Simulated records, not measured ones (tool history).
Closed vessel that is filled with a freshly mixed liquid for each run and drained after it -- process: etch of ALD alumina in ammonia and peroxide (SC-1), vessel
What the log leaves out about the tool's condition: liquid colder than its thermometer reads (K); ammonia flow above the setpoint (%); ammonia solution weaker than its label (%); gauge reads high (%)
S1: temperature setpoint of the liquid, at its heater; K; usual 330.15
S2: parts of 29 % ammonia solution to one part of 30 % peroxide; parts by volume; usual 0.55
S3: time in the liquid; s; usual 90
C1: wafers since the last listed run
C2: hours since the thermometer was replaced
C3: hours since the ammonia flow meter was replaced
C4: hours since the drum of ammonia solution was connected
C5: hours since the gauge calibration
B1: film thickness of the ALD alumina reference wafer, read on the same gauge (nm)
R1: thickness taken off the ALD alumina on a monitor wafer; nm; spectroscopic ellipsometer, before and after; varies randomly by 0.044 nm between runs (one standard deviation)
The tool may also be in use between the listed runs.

{"run": 1, "day": 0.0, "S1": 330.15, "S2": 0.55, "S3": 90, "C1": 0, "C2": 667.6, "C3": 615.7, "C4": 835.5, "C5": 467.5, "B1": 60.04, "R1": 4.34}
{"run": 2, "day": 0.467, "S1": 330.15, "S2": 0.55, "S3": 90, "C1": 1116, "C2": 678.8, "C3": 626.9, "C4": 846.7, "C5": 478.7, "B1": 60.012, "R1": 4.235}
{"run": 3, "day": 1.008, "S1": 330.15, "S2": 0.55, "S3": 90, "C1": 1296, "C2": 691.8, "C3": 639.9, "C4": 859.7, "C5": 491.7, "B1": 60.009, "R1": 4.243}
{"run": 4, "day": 1.667, "S1": 330.15, "S2": 0.55, "S3": 90, "C1": 1575, "C2": 707.6, "C3": 655.7, "C4": 875.5, "C5": 507.5, "B1": 60.002, "R1": 4.278}
{"day": 2.067, "done": "new drum of ammonia solution connected"}
{"day": 3.304, "done": "gauge calibrated"}
{"run": 5, "day": 3.692, "S1": 330.15, "S2": 0.55, "S3": 90, "C1": 4746, "C2": 756.2, "C3": 704.3, "C4": 39.0, "C5": 9.3, "B1": 59.994, "R1": 4.195}
{"day": 3.938, "done": "ammonia flow meter replaced"}
{"run": 6, "day": 4.067, "S1": 330.15, "S2": 0.55, "S3": 90, "C1": 797, "C2": 765.2, "C3": 3.1, "C4": 48.0, "C5": 18.3, "B1": 60.033, "R1": 4.183}
{"run": 7, "day": 4.804, "S1": 330.15, "S2": 0.55, "S3": 90, "C1": 1764, "C2": 782.9, "C3": 20.8, "C4": 65.7, "C5": 36.0, "B1": 60.026, "R1": 4.233}
{"run": 8, "day": 5.358, "S1": 324.15, "S2": 0.55, "S3": 45, "C1": 1326, "C2": 796.2, "C3": 34.1, "C4": 79.0, "C5": 49.3, "B1": 59.996, "R1": 1.502}
{"day": 5.9, "done": "thermometer replaced"}
{"run": 9, "day": 5.933, "S1": 330.15, "S2": 0.3, "S3": 140, "C1": 1276, "C2": 0.8, "C3": 47.9, "C4": 92.8, "C5": 63.1, "B1": 60.034, "R1": 7.01}
{"run": 10, "day": 6.567, "S1": 330.15, "S2": 0.8, "S3": 140, "C1": 1515, "C2": 16.0, "C3": 63.1, "C4": 108.0, "C5": 78.3, "B1": 60.018, "R1": 7.737}
{"run": 11, "day": 6.938, "S1": 330.15, "S2": 0.55, "S3": 90, "C1": 887, "C2": 24.9, "C3": 72.0, "C4": 116.9, "C5": 87.2, "B1": 60.006, "R1": 4.769}
{"run": 12, "day": 7.383, "S1": 335.65, "S2": 0.55, "S3": 90, "C1": 1066, "C2": 35.6, "C3": 82.7, "C4": 127.6, "C5": 97.9, "B1": 60.04, "R1": 6.42}
{"run": 13, "day": 7.804, "S1": 323.15, "S2": 0.4, "S3": 45, "C1": 1007, "C2": 45.7, "C3": 92.8, "C4": 137.7, "C5": 108.0, "B1": 59.991, "R1": 1.553}
{"run": 14, "day": 8.346, "S1": 330.15, "S2": 0.55, "S3": 90, "C1": 1296, "C2": 58.7, "C3": 105.8, "C4": 150.7, "C5": 121.0, "B1": 59.987, "R1": 4.796}
{"run": 15, "day": 8.975, "S1": 322.65, "S2": 0.55, "S3": 40, "C1": 1505, "C2": 73.8, "C3": 120.9, "C4": 165.8, "C5": 136.1, "B1": 60.004, "R1": 1.415}
{"run": 16, "day": 9.45, "S1": 339.15, "S2": 0.4, "S3": 130, "C1": 1136, "C2": 85.2, "C3": 132.3, "C4": 177.2, "C5": 147.5, "B1": 60.018, "R1": 10.517}
{"run": 17, "day": 9.925, "S1": 330.15, "S2": 0.55, "S3": 90, "C1": 1136, "C2": 96.6, "C3": 143.7, "C4": 188.6, "C5": 158.9, "B1": 60.029, "R1": 4.674}
{"run": 18, "day": 10.246, "S1": 324.15, "S2": 0.65, "S3": 130, "C1": 767, "C2": 104.3, "C3": 151.4, "C4": 196.3, "C5": 166.6, "B1": 59.968, "R1": 5.04}

Estimate the outcome of run 19 from the log above:
{"run": 19, "day": 10.754, "S1": 330.15, "S2": 0.3, "S3": 140, "C1": 1216, "C2": 116.5, "C3": 163.6, "C4": 208.5, "C5": 178.8, "B1": "?", "R1": "?"}

B1: 59.986
R1: 6.870 nm
With no hidden state in the tool, this same run would have given R1 7.135 nm.

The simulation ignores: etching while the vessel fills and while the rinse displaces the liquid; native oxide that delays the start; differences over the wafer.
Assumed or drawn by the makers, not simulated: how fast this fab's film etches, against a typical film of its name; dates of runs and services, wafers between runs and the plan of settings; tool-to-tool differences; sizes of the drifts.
